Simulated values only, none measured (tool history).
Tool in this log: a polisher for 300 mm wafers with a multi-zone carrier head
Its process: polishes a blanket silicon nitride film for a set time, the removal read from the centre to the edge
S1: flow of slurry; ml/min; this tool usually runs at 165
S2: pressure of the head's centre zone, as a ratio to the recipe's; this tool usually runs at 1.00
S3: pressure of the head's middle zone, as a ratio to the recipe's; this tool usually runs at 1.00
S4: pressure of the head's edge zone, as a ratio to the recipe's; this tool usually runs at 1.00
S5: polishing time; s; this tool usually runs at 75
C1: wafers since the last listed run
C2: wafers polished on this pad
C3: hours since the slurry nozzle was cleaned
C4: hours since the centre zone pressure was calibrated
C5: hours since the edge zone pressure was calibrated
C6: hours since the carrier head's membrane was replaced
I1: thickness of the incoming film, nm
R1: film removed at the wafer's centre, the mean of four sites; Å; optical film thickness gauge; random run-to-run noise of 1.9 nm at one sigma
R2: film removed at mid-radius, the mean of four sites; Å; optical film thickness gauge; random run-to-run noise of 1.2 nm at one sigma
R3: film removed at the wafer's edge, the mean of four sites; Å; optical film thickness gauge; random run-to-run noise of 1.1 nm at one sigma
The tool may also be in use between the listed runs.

run 1 hour=0.0 | S1=165 S2=1.00 S3=1.00 S4=1.00 S5=75 | C1=0 C2=416 C3=13.4 C4=1221.3 C5=504.6 C6=1451.7 | I1=402.7 | R1=1374 R2=1354 R3=1364
run 2 hour=10.7 | S1=165 S2=1.00 S3=1.00 S4=1.00 S5=75 | C1=56 C2=472 C3=24.1 C4=1232.0 C5=515.3 C6=1462.4 | I1=394.6 | R1=1355 R2=1330 R3=1350
run 3 hour=17.8 | S1=145 S2=0.92 S3=1.00 S4=1.11 S5=66 | C1=37 C2=510 C3=31.2 C4=1239.1 C5=522.4 C6=1469.5 | I1=405.0 | R1=1066 R2=1131 R3=1205
-- hour=58.3 edge zone pressure recalibrated
run 4 hour=60.9 | S1=165 S2=1.00 S3=1.00 S4=1.00 S5=64 | C1=217 C2=727 C3=74.3 C4=1282.2 C5=2.6 C6=1512.6 | I1=397.0 | R1=1121 R2=1116 R3=1106
-- hour=65.6 worn pad replaced by a new one
run 5 hour=71.3 | S1=165 S2=1.00 S3=1.00 S4=1.00 S5=75 | C1=33 C2=30 C3=84.7 C4=1292.6 C5=13.0 C6=1523.0 | I1=395.8 | R1=1418 R2=1429 R3=1468
-- hour=90.7 carrier head's membrane replaced by a new one
run 6 hour=91.2 | S1=165 S2=1.00 S3=0.93 S4=1.00 S5=75 | C1=78 C2=108 C3=104.6 C4=1312.5 C5=32.9 C6=0.5 | I1=403.3 | R1=1356 R2=1292 R3=1405
run 7 hour=93.4 | S1=165 S2=1.00 S3=1.00 S4=1.00 S5=83 | C1=11 C2=120 C3=106.8 C4=1314.7 C5=35.1 C6=2.7 | I1=395.5 | R1=1514 R2=1500 R3=1517
run 8 hour=102.7 | S1=145 S2=1.00 S3=1.08 S4=1.00 S5=89 | C1=49 C2=169 C3=116.1 C4=1324.0 C5=44.4 C6=12.0 | I1=406.2 | R1=1541 R2=1654 R3=1574
run 9 hour=112.2 | S1=165 S2=1.00 S3=1.00 S4=0.97 S5=82 | C1=50 C2=219 C3=125.6 C4=1333.5 C5=53.9 C6=21.5 | I1=399.3 | R1=1455 R2=1456 R3=1457
run 10 hour=120.3 | S1=165 S2=1.04 S3=1.08 S4=0.91 S5=75 | C1=42 C2=262 C3=133.7 C4=1341.6 C5=62.0 C6=29.6 | I1=398.3 | R1=1378 R2=1406 R3=1307
-- hour=130.2 centre zone pressure recalibrated
run 11 hour=130.7 | S1=215 S2=1.00 S3=1.00 S4=1.07 S5=75 | C1=44 C2=307 C3=144.1 C4=0.5 C5=72.4 C6=40.0 | I1=394.8 | R1=1376 R2=1361 R3=1409
run 12 hour=137.8 | S1=165 S2=1.05 S3=1.00 S4=1.00 S5=75 | C1=37 C2=344 C3=151.2 C4=7.6 C5=79.5 C6=47.1 | I1=400.3 | R1=1336 R2=1288 R3=1325
run 13 hour=150.3 | S1=190 S2=1.00 S3=0.89 S4=1.00 S5=75 | C1=66 C2=410 C3=163.7 C4=20.1 C5=92.0 C6=59.6 | I1=395.9 | R1=1303 R2=1187 R3=1313
run 14 hour=164.6 | S1=165 S2=1.00 S3=0.93 S4=1.00 S5=75 | C1=75 C2=486 C3=178.0 C4=34.4 C5=106.3 C6=73.9 | I1=399.5 | R1=1234 R2=1214 R3=1295
run 15 hour=177.9 | S1=135 S2=1.07 S3=1.00 S4=1.05 S5=75 | C1=70 C2=556 C3=191.3 C4=47.7 C5=119.6 C6=87.2 | I1=402.8 | R1=1246 R2=1175 R3=1243
run 16 hour=195.4 | S1=125 S2=1.06 S3=1.00 S4=0.92 S5=86 | C1=92 C2=649 C3=208.8 C4=65.2 C5=137.1 C6=104.7 | I1=396.5 | R1=1371 R2=1299 R3=1349
-- hour=207.2 worn pad replaced by a new one
run 17 hour=207.7 | S1=165 S2=1.00 S3=1.00 S4=1.00 S5=75 | C1=43 C2=2 C3=221.1 C4=77.5 C5=149.4 C6=117.0 | I1=400.6 | R1=1384 R2=1396 R3=1433
run 18 hour=218.2 | S1=165 S2=1.00 S3=0.94 S4=1.00 S5=75 | C1=55 C2=58 C3=231.6 C4=88.0 C5=159.9 C6=127.5 | I1=404.8 | R1=1326 R2=1296 R3=1405
run 19 hour=232.4 | S1=225 S2=1.00 S3=1.00 S4=1.00 S5=88 | C1=75 C2=133 C3=245.8 C4=102.2 C5=174.1 C6=141.7 | I1=407.5 | R1=1643 R2=1665 R3=1672
run 20 hour=249.7 | S1=220 S2=1.00 S3=1.00 S4=1.00 S5=92 | C1=91 C2=224 C3=263.1 C4=119.5 C5=191.4 C6=159.0 | I1=394.7 | R1=1666 R2=1698 R3=1703
run 21 hour=266.2 | S1=165 S2=1.00 S3=1.00 S4=1.00 S5=75 | C1=87 C2=311 C3=279.6 C4=136.0 C5=207.9 C6=175.5 | I1=397.8 | R1=1234 R2=1241 R3=1288
run 22 hour=275.1 | S1=165 S2=1.00 S3=1.03 S4=1.00 S5=75 | C1=47 C2=358 C3=288.5 C4=144.9 C5=216.8 C6=184.4 | I1=401.1 | R1=1203 R2=1262 R3=1284
run 23 hour=315.9 | S1=165 S2=1.00 S3=1.00 S4=1.00 S5=75 | C1=215 C2=574 C3=329.3 C4=185.7 C5=257.6 C6=225.2 | I1=408.9 | R1=1183 R2=1205 R3=1249

3 options for the next run, each taken on its own from the tool as it stands now. Forecast them:
run A hour=316.3 | S1=200 S2=1.00 S3=1.00 S4=1.00 S5=75 | C1=2 C2=576 C3=329.7 C4=186.1 C5=258.0 C6=225.6 | I1=400.6 | R1=? R2=? R3=?
run B hour=316.3 | S1=165 S2=1.07 S3=1.08 S4=1.00 S5=75 | C1=2 C2=576 C3=329.7 C4=186.1 C5=258.0 C6=225.6 | I1=400.6 | R1=? R2=? R3=?
run C hour=316.3 | S1=125 S2=1.00 S3=1.00 S4=1.00 S5=75 | C1=2 C2=576 C3=329.7 C4=186.1 C5=258.0 C6=225.6 | I1=400.6 | R1=? R2=? R3=?

run=A R1=1246 R2=1272 R3=1299
run=B R1=1257 R2=1288 R3=1251
run=C R1=1046 R2=1093 R3=1173
What these runs would have given with no unlogged condition in the tool:
run=A R1=1588 R2=1604 R3=1600
run=B R1=1639 R2=1656 R3=1560
run=C R1=1425 R2=1456 R3=1492
